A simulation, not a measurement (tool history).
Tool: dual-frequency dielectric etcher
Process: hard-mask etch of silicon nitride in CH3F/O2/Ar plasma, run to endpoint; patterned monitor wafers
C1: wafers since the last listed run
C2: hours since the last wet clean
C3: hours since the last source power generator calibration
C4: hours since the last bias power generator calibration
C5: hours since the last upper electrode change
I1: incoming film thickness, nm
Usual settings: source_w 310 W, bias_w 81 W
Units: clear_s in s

Run 1, hour 0: usual settings; C1 0; C2 308.4; C3 2412.9; C4 3874.1; C5 2820.8; I1 27.87. Result: clear_s 46.6 s.
Run 2, hour 12.2: usual settings; C1 183; C2 320.6; C3 2425.1; C4 3886.3; C5 2833; I1 27.76. Result: clear_s 46.2 s.
Run 3, hour 47.5: usual settings but bias_w 67 W; C1 530; C2 355.9; C3 2460.4; C4 3921.6; C5 2868.3; I1 28.02. Result: clear_s 49.4 s.
Run 4, hour 59.8: usual settings but bias_w 67 W; C1 184; C2 368.2; C3 2472.7; C4 3933.9; C5 2880.6; I1 27.5. Result: clear_s 48.3 s.
Run 5, hour 77.6: usual settings but bias_w 67 W; C1 267; C2 386; C3 2490.5; C4 3951.7; C5 2898.4; I1 27.81. Result: clear_s 48.9 s.
Run 6, hour 102.6: usual settings; C1 375; C2 411; C3 2515.5; C4 3976.7; C5 2923.4; I1 27.7. Result: clear_s 45.9 s.
Run 7, hour 120.4: usual settings; C1 267; C2 428.8; C3 2533.3; C4 3994.5; C5 2941.2; I1 27.65. Result: clear_s 46.1 s.
At hour 137: bias power generator calibrated.
At hour 160.8: upper electrode replaced.
Run 8, hour 161.3: usual settings; C1 196; C2 469.7; C3 2574.2; C4 24.3; C5 0.5; I1 27.59. Result: clear_s 45.2 s.
Run 9, hour 161.7: usual settings but bias_w 75 W; C1 6; C2 470.1; C3 2574.6; C4 24.7; C5 0.9; I1 27.8. Result: clear_s 46.9 s.
Run 10, hour 180: usual settings but source_w 240 W, bias_w 89 W; C1 274; C2 488.4; C3 2592.9; C4 43; C5 19.2; I1 27.54. Result: clear_s 47.8 s.
Run 11, hour 209.7: usual settings but source_w 340 W, bias_w 71 W; C1 446; C2 518.1; C3 2622.6; C4 72.7; C5 48.9; I1 27.63. Result: clear_s 45.5 s.
At hour 243.5: wet clean of the chamber.
Run 12, hour 244: usual settings but source_w 360 W, bias_w 98 W; C1 154; C2 0.5; C3 2656.9; C4 107; C5 83.2; I1 27.72. Result: clear_s 42.4 s.
At hour 267.7: source power generator calibrated.
Run 13, hour 268.2: usual settings but source_w 230 W, bias_w 75 W; C1 303; C2 24.7; C3 0.5; C4 131.2; C5 107.4; I1 27.65. Result: clear_s 53.2 s.
Run 14, hour 293.6: usual settings; C1 381; C2 50.1; C3 25.9; C4 156.6; C5 132.8; I1 27.83. Result: clear_s 47.4 s.
Run 15, hour 320.3: usual settings but bias_w 76 W; C1 401; C2 76.8; C3 52.6; C4 183.3; C5 159.5; I1 27.85. Result: clear_s 48.5 s.
Run 16, hour 344.1: usual settings but source_w 340 W, bias_w 73 W; C1 357; C2 100.6; C3 76.4; C4 207.1; C5 183.3; I1 27.79. Result: clear_s 47.4 s.
Run 17, hour 360.3: usual settings but source_w 260 W, bias_w 68 W; C1 243; C2 116.8; C3 92.6; C4 223.3; C5 199.5; I1 27.57. Result: clear_s 52.3 s.
Run 18, hour 387.6: usual settings; C1 410; C2 144.1; C3 119.9; C4 250.6; C5 226.8; I1 27.72. Result: clear_s 46.7 s.

The same runs without the tool's hidden state, with the same run-to-run variation:
The hidden state here: etch rate over this chamber's usual, %; source power that arrives over what is set, %; bias power that arrives over what is set, %.
run  clear_s
  1     47.5
  2     47.2
  3     50.6
  4     49.5
  5     50.2
  6     47.2
  7     47.5
  8     46.8
  9     48.5
 10     49.5
 11     47.3
 12     42.3
 13     53.1
 14     47.5
 15     48.6
 16     47.6
 17     52.6
 18     47.1

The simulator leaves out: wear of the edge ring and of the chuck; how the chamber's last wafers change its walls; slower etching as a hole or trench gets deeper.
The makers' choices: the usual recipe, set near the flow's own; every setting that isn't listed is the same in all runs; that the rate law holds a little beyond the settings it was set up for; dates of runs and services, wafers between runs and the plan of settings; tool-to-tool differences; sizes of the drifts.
